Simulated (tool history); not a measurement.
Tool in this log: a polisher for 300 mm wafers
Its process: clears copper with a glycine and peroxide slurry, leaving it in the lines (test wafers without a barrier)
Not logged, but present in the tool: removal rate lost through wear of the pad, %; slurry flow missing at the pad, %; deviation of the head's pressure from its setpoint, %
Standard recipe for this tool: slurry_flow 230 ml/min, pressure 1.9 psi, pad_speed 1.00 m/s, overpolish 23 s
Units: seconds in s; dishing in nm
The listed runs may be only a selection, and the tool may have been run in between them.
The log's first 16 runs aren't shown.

run	hour	slurry_flow	pressure	pad_speed	overpolish	wafers since the last listed run	wafers polished on this pad	hours since the slurry nozzle was cleaned	hours since the head pressure was calibrated	incoming thickness of the incoming film, nm	seconds	dishing
17	747.6	170	1.9	1.10	23	467	2208	189.0	230.7	607.9	121.7	51.2
18	809.3	165	1.2	0.64	16	429	2637	250.7	292.4	596.6	227.2	25.2
# hour 826.4: worn pad replaced by a new one, of another model than before
19	854.7	230	1.9	1.34	23	287	196	296.1	337.8	610.3	95.8	57.9
20	920.9	230	1.9	1.00	23	460	656	362.3	404.0	609.1	126.7	50.4
21	968.4	250	1.9	1.26	34	330	987	409.8	451.5	602.5	99.4	66.8
22	1023.2	180	1.9	1.30	23	381	1368	464.6	506.3	602.8	98.7	55.7
# hour 1052.7: head pressure recalibrated
23	1069.9	230	2.4	0.68	23	310	1678	511.3	17.2	606.6	160.2	45.0
24	1130.9	230	2.1	1.00	23	424	2103	572.3	78.2	595.1	115.5	51.6
25	1155.3	230	1.9	1.00	23	169	2272	596.7	102.6	608.6	123.7	50.9
# hour 1179.6: worn pad replaced by a new one
26	1193.0	295	1.5	1.00	35	234	92	634.4	140.3	605.7	135.6	59.7
27	1248.0	230	1.9	1.12	10	382	475	689.4	195.3	607.3	111.7	30.2
# hour 1305.1: slurry nozzle cleaned
28	1317.9	230	1.6	1.34	10	479	954	12.8	265.2	597.3	101.2	32.8
29	1369.1	230	2.1	1.00	23	356	1310	64.0	316.4	599.6	119.9	52.3
30	1413.8	230	1.9	1.00	23	310	1621	108.7	361.1	602.0	125.6	49.4
# hour 1558.6: worn pad replaced by a new one
31	1584.7	270	1.9	1.00	23	1160	181	279.6	532.0	606.7	129.1	49.9
32	1635.6	230	1.9	0.76	23	353	535	330.5	582.9	603.9	170.0	41.9
# hour 1686.9: head pressure recalibrated
33	1699.1	230	1.9	1.00	23	427	963	394.0	12.2	605.0	125.5	51.0

Here are 5 independent what-if runs from the current tool condition. What would each one return?
A	1699.6	230	1.9	1.00	36	3	966	394.5	12.7	597.9	?	?
B	1699.6	170	1.4	1.00	23	3	966	394.5	12.7	597.9	?	?
C	1699.6	155	1.9	0.72	16	3	966	394.5	12.7	597.9	?	?
D	1699.6	155	2.5	1.14	23	3	966	394.5	12.7	597.9	?	?
E	1699.6	200	2.2	1.20	14	3	966	394.5	12.7	597.9	?	?

run	seconds	dishing
A	124.7	65.7
B	143.7	47.4
C	176.8	32.3
D	99.5	59.1
E	98.6	43.8
The same runs, with their run-to-run variation unchanged, on a tool lacking any hidden condition would have given:
run	seconds	dishing
A	125.0	65.7
B	144.0	47.3
C	177.1	32.3
D	99.8	59.1
E	98.9	43.7
